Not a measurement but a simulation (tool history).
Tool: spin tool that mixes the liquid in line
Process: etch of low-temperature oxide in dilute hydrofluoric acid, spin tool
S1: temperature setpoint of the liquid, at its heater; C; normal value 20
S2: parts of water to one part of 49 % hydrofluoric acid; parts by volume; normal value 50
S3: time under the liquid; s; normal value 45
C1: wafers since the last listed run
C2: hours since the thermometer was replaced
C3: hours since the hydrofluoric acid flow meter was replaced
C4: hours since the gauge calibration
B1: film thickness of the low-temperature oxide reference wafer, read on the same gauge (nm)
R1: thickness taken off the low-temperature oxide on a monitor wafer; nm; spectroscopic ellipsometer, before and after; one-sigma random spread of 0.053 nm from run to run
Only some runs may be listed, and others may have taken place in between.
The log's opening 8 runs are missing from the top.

| run | hour | S1 | S2 | S3 | C1 | C2 | C3 | C4 | B1 | R1 |
|---|---|---|---|---|---|---|---|---|---|---|
| 9 | 811.7 | 20 | 50 | 45 | 2626 | 485.7 | 222.3 | 1687 | 80 | 14.93 |
| 10 | 863 | 20 | 50 | 45 | 780 | 537 | 273.6 | 1738.3 | 79.98 | 14.87 |
|  | 909 | gauge calibrated |
| 11 | 938.1 | 20 | 50 | 45 | 1141 | 612.1 | 348.7 | 29.1 | 80 | 15.11 |
|  | 949.9 | thermometer replaced |
| 12 | 1033.9 | 20 | 50 | 45 | 1441 | 84 | 444.5 | 124.9 | 80 | 14.54 |
| 13 | 1100.6 | 20 | 50 | 55 | 1014 | 150.7 | 511.2 | 191.6 | 80.01 | 17.78 |
| 14 | 1149.2 | 20 | 50 | 55 | 739 | 199.3 | 559.8 | 240.2 | 80.01 | 17.87 |
| 15 | 1216.6 | 20 | 45 | 45 | 1024 | 266.7 | 627.2 | 307.6 | 80 | 16.55 |
| 16 | 1288.4 | 24 | 35 | 55 | 1091 | 338.5 | 699 | 379.4 | 80.03 | 31.17 |
| 17 | 1339.2 | 20 | 50 | 55 | 772 | 389.3 | 749.8 | 430.2 | 79.99 | 18.13 |
| 18 | 1385.1 | 20 | 50 | 45 | 697 | 435.2 | 795.7 | 476.1 | 80.01 | 14.96 |
| 19 | 1479.5 | 22.5 | 65 | 20 | 1435 | 529.6 | 890.1 | 570.5 | 79.99 | 5.64 |
| 20 | 1529.2 | 23 | 25 | 50 | 755 | 579.3 | 939.8 | 620.2 | 80 | 39.38 |
|  | 1531.4 | thermometer replaced |
|  | 1604.7 | hydrofluoric acid flow meter replaced |
| 21 | 1605.2 | 20 | 50 | 45 | 1125 | 73.8 | 0.5 | 696.2 | 79.99 | 14.55 |
| 22 | 1692.3 | 24.5 | 25 | 35 | 1324 | 160.9 | 87.6 | 783.3 | 79.99 | 28.26 |
| 23 | 1731 | 22.5 | 35 | 45 | 588 | 199.6 | 126.3 | 822 | 80 | 23.78 |
| 24 | 1809 | 23 | 40 | 45 | 1186 | 277.6 | 204.3 | 900 | 80 | 21.26 |
| 25 | 1955.5 | 24.5 | 50 | 65 | 2227 | 424.1 | 350.8 | 1046.5 | 80 | 25.92 |
| 26 | 2018.5 | 22.5 | 30 | 30 | 957 | 487.1 | 413.8 | 1109.5 | 79.99 | 19.06 |
|  | 2069.4 | thermometer replaced |
| 27 | 2117.9 | 20 | 50 | 45 | 1496 | 48.5 | 513.2 | 1208.9 | 79.99 | 14.5 |
| 28 | 2157.5 | 18 | 35 | 60 | 602 | 88.1 | 552.8 | 1248.5 | 80 | 25.88 |
| 29 | 2307.4 | 23.5 | 35 | 55 | 2279 | 238 | 702.7 | 1398.4 | 80 | 30.26 |
| 30 | 2386.6 | 25 | 50 | 30 | 1204 | 317.2 | 781.9 | 1477.6 | 80 | 12.15 |
| 31 | 2447.7 | 20 | 50 | 45 | 929 | 378.3 | 843 | 1538.7 | 80 | 14.88 |

5 ways to go on from here, each from the tool as it stands after run 31. What would each give?
| A | 2448.1 | 20 | 50 | 60 | 6 | 378.7 | 843.4 | 1539.1 | ? | ? |
| B | 2448.1 | 17 | 70 | 50 | 6 | 378.7 | 843.4 | 1539.1 | ? | ? |
| C | 2448.1 | 22.5 | 50 | 45 | 6 | 378.7 | 843.4 | 1539.1 | ? | ? |
| D | 2448.1 | 20 | 30 | 60 | 6 | 378.7 | 843.4 | 1539.1 | ? | ? |
| E | 2448.1 | 18.5 | 50 | 45 | 6 | 378.7 | 843.4 | 1539.1 | ? | ? |

| run | B1 | R1 |
|---|---|---|
| A | 79.99 | 19.81 |
| B | 79.99 | 10.14 |
| C | 79.99 | 16.5 |
| D | 79.99 | 33.84 |
| E | 79.99 | 13.94 |
With the hidden condition removed and each run's random variation left untouched, the same runs would have given:
| run | R1 |
|---|---|
| A | 19.2 |
| B | 9.83 |
| C | 16 |
| D | 32.78 |
| E | 13.51 |
